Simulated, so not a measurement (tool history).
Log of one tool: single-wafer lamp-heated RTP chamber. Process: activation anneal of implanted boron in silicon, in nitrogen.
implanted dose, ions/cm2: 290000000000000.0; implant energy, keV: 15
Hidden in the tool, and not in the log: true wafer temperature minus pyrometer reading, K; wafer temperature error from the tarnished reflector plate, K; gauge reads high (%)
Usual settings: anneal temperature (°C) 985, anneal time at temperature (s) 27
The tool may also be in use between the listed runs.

| run | hour | anneal temperature (°C) | anneal time at temperature (s) | wafers since the last listed run | wafers since the last pyrometer calibration | wafers since the reflector plate was cleaned | hours since the gauge calibration | read-back reference wafer on the same gauge, sheet resistance | sheet resistance of the implanted and annealed layer (ohm/square) |
|---|---|---|---|---|---|---|---|---|---|
| 1 | 0.0 | 985 | 27 | 0 | 5523 | 6834 | 1087.6 | 299.03 | 341.46 |
|  | 43.4 | pyrometer window cleaned and pyrometer calibrated |
| 2 | 67.6 | 985 | 27 | 759 | 308 | 7593 | 1155.2 | 298.93 | 344.26 |
| 3 | 138.1 | 985 | 27 | 897 | 1206 | 8491 | 1225.7 | 298.90 | 339.60 |
|  | 156.5 | gauge calibrated |
| 4 | 204.8 | 1002 | 27 | 849 | 2055 | 9340 | 48.3 | 298.97 | 337.76 |
| 5 | 261.3 | 1002 | 27 | 719 | 2775 | 10060 | 104.8 | 299.05 | 336.63 |
| 6 | 311.4 | 1002 | 27 | 638 | 3413 | 10698 | 154.9 | 299.06 | 337.08 |
| 7 | 355.5 | 985 | 27 | 561 | 3974 | 11260 | 199.0 | 298.84 | 341.11 |
| 8 | 419.5 | 975 | 27 | 815 | 4790 | 12075 | 263.0 | 298.89 | 346.50 |
|  | 477.5 | pyrometer window cleaned and pyrometer calibrated |
| 9 | 489.6 | 975 | 27 | 790 | 154 | 12866 | 333.1 | 298.65 | 347.81 |
|  | 522.8 | reflector plate cleaned |
| 10 | 523.9 | 975 | 27 | 334 | 489 | 13 | 367.4 | 298.87 | 354.53 |
| 11 | 585.6 | 985 | 27 | 785 | 1275 | 799 | 429.1 | 299.08 | 342.62 |
| 12 | 642.5 | 985 | 27 | 724 | 2000 | 1524 | 486.0 | 299.07 | 342.86 |
| 13 | 711.3 | 985 | 27 | 876 | 2876 | 2400 | 554.8 | 299.03 | 344.95 |
| 14 | 769.3 | 985 | 22 | 738 | 3615 | 3139 | 612.8 | 299.10 | 341.90 |
| 15 | 910.3 | 985 | 27 | 1795 | 5411 | 4935 | 753.8 | 299.08 | 342.45 |
|  | 920.8 | pyrometer window cleaned and pyrometer calibrated |
| 16 | 961.0 | 985 | 27 | 543 | 512 | 5479 | 804.5 | 298.91 | 341.69 |
| 17 | 1019.3 | 985 | 17 | 742 | 1254 | 6221 | 862.8 | 298.92 | 343.95 |
| 18 | 1213.8 | 985 | 17 | 2477 | 3732 | 8698 | 1057.3 | 299.16 | 344.39 |
| 19 | 1263.6 | 985 | 27 | 634 | 4366 | 9333 | 1107.1 | 299.14 | 341.49 |
|  | 1325.4 | pyrometer window cleaned and pyrometer calibrated |
| 20 | 1325.9 | 969 | 37 | 691 | 5 | 10024 | 1169.4 | 299.30 | 348.38 |
| 21 | 1378.4 | 995 | 22 | 668 | 674 | 10693 | 1221.9 | 299.08 | 340.57 |
|  | 1407.1 | gauge calibrated |
|  | 1409.5 | reflector plate cleaned |
| 22 | 1410.0 | 985 | 27 | 300 | 975 | 6 | 2.9 | 299.25 | 343.33 |
| 23 | 1441.9 | 985 | 27 | 406 | 1381 | 413 | 34.8 | 298.99 | 344.87 |
| 24 | 1492.5 | 969 | 27 | 644 | 2025 | 1057 | 85.4 | 298.87 | 358.44 |
| 25 | 1531.8 | 1003 | 37 | 500 | 2526 | 1558 | 124.7 | 298.92 | 337.39 |
| 26 | 1565.4 | 985 | 27 | 427 | 2954 | 1986 | 158.3 | 299.25 | 342.01 |
| 27 | 1590.2 | 985 | 17 | 315 | 3270 | 2302 | 183.1 | 299.24 | 345.17 |
| 28 | 1630.7 | 985 | 27 | 515 | 3786 | 2817 | 223.6 | 298.95 | 342.88 |
| 29 | 1672.5 | 961 | 18 | 532 | 4318 | 3350 | 265.4 | 298.80 | 372.09 |
|  | 1698.1 | pyrometer window cleaned and pyrometer calibrated |
| 30 | 1742.6 | 998 | 39 | 790 | 566 | 4141 | 335.5 | 299.23 | 337.18 |
| 31 | 1810.3 | 968 | 23 | 862 | 1428 | 5003 | 403.2 | 298.65 | 359.42 |
| 32 | 1834.7 | 994 | 20 | 310 | 1739 | 5314 | 427.6 | 298.62 | 340.28 |
| 33 | 1898.6 | 985 | 14 | 813 | 2553 | 6128 | 491.5 | 298.84 | 345.97 |
| 34 | 1962.2 | 1005 | 27 | 810 | 3363 | 6938 | 555.1 | 299.21 | 335.37 |
| 35 | 2032.5 | 968 | 27 | 895 | 4258 | 7833 | 625.4 | 298.88 | 353.89 |
|  | 2071.2 | pyrometer window cleaned and pyrometer calibrated |
| 36 | 2081.8 | 985 | 27 | 526 | 134 | 8359 | 674.7 | 298.78 | 340.96 |
| 37 | 2147.0 | 1011 | 19 | 830 | 965 | 9190 | 739.9 | 298.81 | 336.33 |

Forecast each of these 3 alternatives for the next run:
| A | 2147.4 | 985 | 23 | 5 | 970 | 9195 | 740.3 | ? | ? |
| B | 2147.4 | 998 | 33 | 5 | 970 | 9195 | 740.3 | ? | ? |
| C | 2147.4 | 963 | 18 | 5 | 970 | 9195 | 740.3 | ? | ? |

| run | read-back reference wafer on the same gauge, sheet resistance | sheet resistance of the implanted and annealed layer (ohm/square) |
|---|---|---|
| A | 298.87 | 342.81 |
| B | 298.87 | 337.17 |
| C | 298.87 | 364.41 |
Without the tool's hidden state the same runs would have given:
| run | sheet resistance of the implanted and annealed layer (ohm/square) |
|---|---|
| A | 346.96 |
| B | 339.07 |
| C | 377.34 |
